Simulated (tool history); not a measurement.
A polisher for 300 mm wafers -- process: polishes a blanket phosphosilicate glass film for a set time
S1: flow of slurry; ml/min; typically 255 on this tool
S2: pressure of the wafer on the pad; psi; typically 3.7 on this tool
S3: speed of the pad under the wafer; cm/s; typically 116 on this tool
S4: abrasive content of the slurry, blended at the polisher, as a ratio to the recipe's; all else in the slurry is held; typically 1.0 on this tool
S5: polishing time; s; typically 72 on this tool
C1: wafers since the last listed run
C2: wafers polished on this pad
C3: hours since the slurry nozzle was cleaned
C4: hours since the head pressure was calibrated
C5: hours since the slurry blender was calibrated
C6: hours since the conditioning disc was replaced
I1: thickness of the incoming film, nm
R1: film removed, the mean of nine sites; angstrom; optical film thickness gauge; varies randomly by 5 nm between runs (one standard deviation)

run	day	S1	S2	S3	S4	S5	C1	C2	C3	C4	C5	C6	I1	R1
1	0.000	255	3.7	116	1.0	65	0	1509	706.2	676.6	205.4	189.8	2399.1	6232
2	2.267	255	3.7	116	1.0	72	455	1965	760.6	731.0	259.8	244.2	2399.2	6929
# day 3.708: slurry nozzle cleaned
3	5.104	255	3.7	116	1.0	72	562	2528	33.5	799.1	327.9	312.3	2356.0	6853
4	6.750	255	3.7	116	1.0	72	331	2859	73.0	838.6	367.4	351.8	2365.1	6762
5	17.425	255	3.7	116	0.9	72	2147	5006	329.2	1094.8	623.6	608.0	2373.7	6349
# day 19.242: worn pad replaced by a new one
6	20.404	255	3.1	116	1.1	93	565	233	400.7	1166.3	695.1	679.5	2368.8	7698
# day 20.896: conditioning disc replaced and pad reconditioned
7	21.933	255	3.7	116	1.0	72	290	524	437.4	1203.0	731.8	24.9	2357.2	7273
# day 23.779: slurry blender recalibrated
8	25.971	255	4.7	116	1.2	93	795	1319	534.3	1299.9	52.6	121.8	2356.1	12450
9	29.496	255	3.7	92	1.0	72	709	2028	618.9	1384.5	137.2	206.4	2338.3	5796
10	32.617	210	3.1	116	1.0	79	627	2656	693.8	1459.4	212.1	281.3	2364.1	6189
# day 34.888: slurry nozzle cleaned
# day 35.367: head pressure recalibrated
11	35.900	225	4.2	150	1.0	53	635	3291	24.3	12.8	290.9	360.1	2316.0	6700
12	39.088	255	3.7	116	1.0	72	641	3932	100.8	89.3	367.4	436.6	2334.5	6746
13	42.212	255	3.7	116	1.0	72	628	4561	175.8	164.3	442.4	511.6	2340.6	6770
14	46.550	275	3.7	116	1.0	72	872	5434	279.9	268.4	546.5	615.7	2379.9	6779
# day 47.325: worn pad replaced by a new one
15	48.496	255	3.7	116	1.0	72	357	235	326.6	315.1	593.2	662.4	2364.2	6723

Estimate the outcome of run 16 from the log above:
# day 49.646: conditioning disc replaced and pad reconditioned
16	52.142	255	3.7	116	1.0	72	716	952	414.1	402.6	680.7	59.9	2346.5	?

R1: 7197 angstrom
If the tool had no hidden condition, the same run with the same run-to-run variation would have returned R1 7371 angstrom.
